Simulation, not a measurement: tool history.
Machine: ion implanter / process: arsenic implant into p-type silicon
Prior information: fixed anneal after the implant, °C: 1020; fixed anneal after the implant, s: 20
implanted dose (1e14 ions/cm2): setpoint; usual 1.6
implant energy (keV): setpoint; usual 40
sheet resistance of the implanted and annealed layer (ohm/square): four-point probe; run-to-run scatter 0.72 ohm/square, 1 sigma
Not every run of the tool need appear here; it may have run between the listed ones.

run	hour	implanted dose (1e14 ions/cm2)	implant energy (keV)	wafers since the last listed run	hours since the last dose calibration	hours since the extraction supply was calibrated	hours since the gauge calibration	read-back reference wafer on the same gauge, sheet resistance	sheet resistance of the implanted and annealed layer (ohm/square)
1	0	1.6	40	0	1976.2	3750	147.4	345	429.43
2	24.5	1.6	40	700	2000.7	3774.5	171.9	344.99	428.76
3	53.4	1.6	40	825	2029.6	3803.4	200.8	345.08	429.16
4	89.3	1.6	40	1025	2065.5	3839.3	236.7	344.91	428.2
5	122.4	1.95	34	945	2098.6	3872.4	269.8	344.95	383.07
6	152.8	1.6	40	868	2129	3902.8	300.2	345	429.5
7	183.7	1.6	40	883	2159.9	3933.7	331.1	344.84	428.83
8	205.9	1.6	40	634	2182.1	3955.9	353.3	344.99	428.45
9	220.7	1.6	40	422	2196.9	3970.7	368.1	345	428.97
10	256.4	1.6	40	1020	2232.6	4006.4	403.8	345.05	429.04
11	282.2	1.6	40	737	2258.4	4032.2	429.6	345.07	429.24
12	311.9	1.78	40	848	2288.1	4061.9	459.3	345.32	397.2
# hour 322.5: gauge calibrated
13	344.5	1.81	44.5	931	2320.7	4094.5	22	344.84	385.51
# hour 354.1: Faraday cup replaced and dose calibrated
# hour 359.8: extraction supply calibrated
14	370.8	2.02	40	358	16.7	11	48.3	344.89	350.36
15	382.9	1.4	28.5	345	28.8	23.1	60.4	344.82	480.76
16	413	1.89	33.5	860	58.9	53.2	90.5	345.09	379.16
17	447.3	1.96	31	980	93.2	87.5	124.8	345.14	374.99
18	464.4	1.88	40	488	110.3	104.6	141.9	345.05	370.51
19	487.2	1.6	40	651	133.1	127.4	164.7	345.28	414.6
20	516	1.6	40	823	161.9	156.2	193.5	345.16	416.79

Each row is a separate what-if for the run after 20, all from the same tool condition, not one after another. Results?
A	516.4	1.6	40	11	162.3	156.6	193.9	?	?
B	516.4	1.87	40	11	162.3	156.6	193.9	?	?
C	516.4	1.6	32.5	11	162.3	156.6	193.9	?	?

run	read-back reference wafer on the same gauge, sheet resistance	sheet resistance of the implanted and annealed layer (ohm/square)
A	345.02	414.95
B	345.02	371.61
C	345.02	429.6
The same runs, with their run-to-run variation unchanged, on a tool lacking any hidden condition would have given:
run	sheet resistance of the implanted and annealed layer (ohm/square)
A	412.17
B	369.08
C	426.68

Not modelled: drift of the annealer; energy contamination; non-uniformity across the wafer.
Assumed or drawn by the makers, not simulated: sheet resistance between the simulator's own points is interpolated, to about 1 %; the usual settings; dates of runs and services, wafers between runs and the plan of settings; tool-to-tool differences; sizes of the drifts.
